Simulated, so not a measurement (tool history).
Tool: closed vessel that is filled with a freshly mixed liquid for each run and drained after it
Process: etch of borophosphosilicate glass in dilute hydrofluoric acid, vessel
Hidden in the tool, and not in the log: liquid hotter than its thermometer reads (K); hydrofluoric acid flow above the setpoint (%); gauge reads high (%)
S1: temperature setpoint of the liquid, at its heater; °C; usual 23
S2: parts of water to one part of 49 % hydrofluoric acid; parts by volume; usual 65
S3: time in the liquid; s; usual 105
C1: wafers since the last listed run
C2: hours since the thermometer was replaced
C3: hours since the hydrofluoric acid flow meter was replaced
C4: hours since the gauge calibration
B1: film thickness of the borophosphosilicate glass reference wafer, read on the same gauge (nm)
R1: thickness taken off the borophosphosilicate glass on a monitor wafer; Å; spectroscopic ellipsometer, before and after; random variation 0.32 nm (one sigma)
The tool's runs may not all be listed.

run 1 hour=0 | S1=23 S2=65 S3=105 | C1=0 C2=1299.7 C3=251.1 C4=1106.9 | B1=119.99 | R1=579.5
run 2 hour=85.7 | S1=23 S2=50 S3=105 | C1=9028 C2=1385.4 C3=336.8 C4=1192.6 | B1=120.01 | R1=775.1
run 3 hour=146.1 | S1=23 S2=50 S3=105 | C1=6363 C2=1445.8 C3=397.2 C4=1253 | B1=119.96 | R1=771.8
run 4 hour=184.9 | S1=23 S2=50 S3=105 | C1=4087 C2=1484.6 C3=436 C4=1291.8 | B1=119.96 | R1=786.9
run 5 hour=281.1 | S1=25.5 S2=65 S3=105 | C1=10135 C2=1580.8 C3=532.2 C4=1388 | B1=119.99 | R1=647.6
run 6 hour=378.8 | S1=23 S2=65 S3=105 | C1=10293 C2=1678.5 C3=629.9 C4=1485.7 | B1=119.97 | R1=588.9
run 7 hour=475.6 | S1=23 S2=65 S3=140 | C1=10198 C2=1775.3 C3=726.7 C4=1582.5 | B1=120.04 | R1=798.7
run 8 hour=568 | S1=23 S2=65 S3=140 | C1=9734 C2=1867.7 C3=819.1 C4=1674.9 | B1=120 | R1=799.1
run 9 hour=658.2 | S1=23 S2=65 S3=140 | C1=9502 C2=1957.9 C3=909.3 C4=1765.1 | B1=119.95 | R1=810.5
run 10 hour=752.3 | S1=23 S2=65 S3=105 | C1=9913 C2=2052 C3=1003.4 C4=1859.2 | B1=120.03 | R1=603.3
run 11 hour=811.3 | S1=23 S2=65 S3=105 | C1=6215 C2=2111 C3=1062.4 C4=1918.2 | B1=120.03 | R1=614.6
run 12 hour=903.8 | S1=23 S2=65 S3=105 | C1=9745 C2=2203.5 C3=1154.9 C4=2010.7 | B1=120.01 | R1=607.5
run 13 hour=963.6 | S1=23 S2=65 S3=55 | C1=6300 C2=2263.3 C3=1214.7 C4=2070.5 | B1=120.01 | R1=319.3
-- hour=972 thermometer replaced
run 14 hour=1030.4 | S1=23 S2=65 S3=55 | C1=6932 C2=58.4 C3=1281.5 C4=2137.3 | B1=119.95 | R1=298.4
run 15 hour=1120.8 | S1=23 S2=65 S3=105 | C1=9524 C2=148.8 C3=1371.9 C4=2227.7 | B1=119.98 | R1=572.8
run 16 hour=1169.8 | S1=20 S2=90 S3=105 | C1=5162 C2=197.8 C3=1420.9 C4=2276.7 | B1=120 | R1=352.5
-- hour=1206.6 hydrofluoric acid flow meter replaced
run 17 hour=1212.9 | S1=24.5 S2=55 S3=125 | C1=4435 C2=240.9 C3=6.3 C4=2319.8 | B1=120 | R1=843.9
run 18 hour=1272.3 | S1=25 S2=35 S3=45 | C1=6258 C2=300.3 C3=65.7 C4=2379.2 | B1=119.97 | R1=504.2
run 19 hour=1492.5 | S1=23 S2=65 S3=105 | C1=23199 C2=520.5 C3=285.9 C4=2599.4 | B1=120.02 | R1=562
-- hour=1563.3 gauge calibrated
run 20 hour=1592 | S1=26 S2=65 S3=65 | C1=10482 C2=620 C3=385.4 C4=28.7 | B1=119.99 | R1=397.8
run 21 hour=1674.4 | S1=27 S2=65 S3=85 | C1=8681 C2=702.4 C3=467.8 C4=111.1 | B1=120.02 | R1=532.4
run 22 hour=1774.2 | S1=25.5 S2=85 S3=45 | C1=10514 C2=802.2 C3=567.6 C4=210.9 | B1=119.97 | R1=202.3
run 23 hour=1810.8 | S1=23 S2=65 S3=105 | C1=3855 C2=838.8 C3=604.2 C4=247.5 | B1=120.01 | R1=577.1
run 24 hour=1908.8 | S1=18.5 S2=55 S3=135 | C1=10324 C2=936.8 C3=702.2 C4=345.5 | B1=120.03 | R1=731.4
run 25 hour=2007.8 | S1=23 S2=65 S3=105 | C1=10430 C2=1035.8 C3=801.2 C4=444.5 | B1=120.04 | R1=576.4
run 26 hour=2064.5 | S1=23 S2=90 S3=85 | C1=5973 C2=1092.5 C3=857.9 C4=501.2 | B1=120 | R1=328.8
run 27 hour=2136.9 | S1=23 S2=55 S3=105 | C1=7627 C2=1164.9 C3=930.3 C4=573.6 | B1=120 | R1=700.7
run 28 hour=2242.1 | S1=23 S2=40 S3=105 | C1=11083 C2=1270.1 C3=1035.5 C4=678.8 | B1=120 | R1=981.8
run 29 hour=2349.9 | S1=23 S2=65 S3=145 | C1=11357 C2=1377.9 C3=1143.3 C4=786.6 | B1=120.01 | R1=812.9
-- hour=2361.7 hydrofluoric acid flow meter replaced
run 30 hour=2435 | S1=26.5 S2=75 S3=170 | C1=8860 C2=1463 C3=73.3 C4=871.7 | B1=120.04 | R1=918
run 31 hour=2541 | S1=24.5 S2=85 S3=105 | C1=11167 C2=1569 C3=179.3 C4=977.7 | B1=120.01 | R1=460.4

5 ways to go on from here, each from the tool as it stands after run 31. What would each give?
run A hour=2541.7 | S1=23 S2=65 S3=105 | C1=73 C2=1569.7 C3=180 C4=978.4 | B1=? | R1=?
run B hour=2541.7 | S1=25 S2=65 S3=170 | C1=73 C2=1569.7 C3=180 C4=978.4 | B1=? | R1=?
run C hour=2541.7 | S1=18.5 S2=65 S3=155 | C1=73 C2=1569.7 C3=180 C4=978.4 | B1=? | R1=?
run D hour=2541.7 | S1=23 S2=90 S3=125 | C1=73 C2=1569.7 C3=180 C4=978.4 | B1=? | R1=?
run E hour=2541.7 | S1=25 S2=75 S3=105 | C1=73 C2=1569.7 C3=180 C4=978.4 | B1=? | R1=?

run=A B1=119.98 R1=582.5
run=B B1=119.98 R1=1022.2
run=C B1=119.98 R1=713.9
run=D B1=119.98 R1=485.1
run=E B1=119.98 R1=539.8
Without the tool's hidden state the same runs would have given:
run=A R1=548.8
run=B R1=963.8
run=C R1=671.3
run=D R1=457.4
run=E R1=509.2
